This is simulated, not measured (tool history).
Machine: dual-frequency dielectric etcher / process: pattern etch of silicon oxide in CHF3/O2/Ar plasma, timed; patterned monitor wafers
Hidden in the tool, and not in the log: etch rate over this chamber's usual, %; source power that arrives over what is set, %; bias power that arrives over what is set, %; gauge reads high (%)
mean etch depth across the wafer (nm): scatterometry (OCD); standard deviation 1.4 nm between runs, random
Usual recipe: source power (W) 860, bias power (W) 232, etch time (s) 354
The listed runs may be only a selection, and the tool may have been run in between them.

run	day	source power (W)	bias power (W)	etch time (s)	wafers since the last listed run	hours since the last wet clean	hours since the last source power generator calibration	hours since the last bias power generator calibration	hours since the last upper electrode change	hours since the gauge calibration	read-back reference wafer on the same gauge, depth_nm	mean etch depth across the wafer (nm)
1	0	860	232	354	0	41.7	3395.3	1097.6	3839.7	55.7	1105	924.4
2	2.192	860	232	354	243	94.3	3447.9	1150.2	3892.3	108.3	1105.2	924.1
3	4.05	740	232	402.5	206	138.9	3492.5	1194.8	3936.9	152.9	1104.5	998.1
4	6.938	740	232	402.5	321	208.2	3561.8	1264.1	4006.2	222.2	1104.9	996.1
# day 8.85: upper electrode replaced
5	8.871	740	232	402.5	103	254.6	3608.2	1310.5	0.5	268.6	1105.5	993.1
6	9.875	800	232	354	111	278.7	3632.3	1334.6	24.6	292.7	1105.4	897.5
# day 10.908: source power generator calibrated
7	11.438	800	232	354	155	316.2	12.7	1372.1	62.1	330.2	1105	893.4
# day 14.188: wet clean of the chamber
8	14.208	800	232	354	197	0.5	79.2	1438.6	128.6	396.7	1104.8	896.8
9	16.112	860	248	430.5	211	46.2	124.9	1484.3	174.3	442.4	1104.9	1140.6
10	17.996	680	232	409	209	91.4	170.1	1529.5	219.5	487.6	1105.2	979.7
11	19.262	860	232	354	140	121.8	200.5	1559.9	249.9	518	1105.3	918.4
# day 20.379: bias power generator calibrated
12	20.592	1020	247	298.5	129	153.7	232.4	5.1	281.8	549.9	1105.1	848.7
13	21.904	1010	232	319	146	185.2	263.9	36.6	313.3	581.4	1105	887.5
# day 22.962: gauge calibrated
14	23.938	860	232	354	226	234	312.7	85.4	362.1	23.4	1104.8	928.4
15	25.233	860	232	354	144	265.1	343.8	116.5	393.2	54.5	1105.1	928.8
16	26.458	930	286	267.5	136	294.5	373.2	145.9	422.6	83.9	1105.1	764.8
# day 28.025: wet clean of the chamber
17	28.9	860	287	354	160	21	431.8	204.5	481.2	142.5	1105.2	992.5

Below are 3 alternative next runs, each starting from the tool's condition after run 17. Predict each:
A	28.921	860	232	354	2	21.5	432.3	205	481.7	143	?	?
B	28.921	770	232	354	2	21.5	432.3	205	481.7	143	?	?
C	28.921	860	247	287.5	2	21.5	432.3	205	481.7	143	?	?

run	read-back reference wafer on the same gauge, depth_nm	mean etch depth across the wafer (nm)
A	1105.1	933.9
B	1105.1	898.7
C	1105.1	771.9
With the hidden condition removed and each run's random variation left untouched, the same runs would have given:
run	mean etch depth across the wafer (nm)
A	931.4
B	896.2
C	769.8
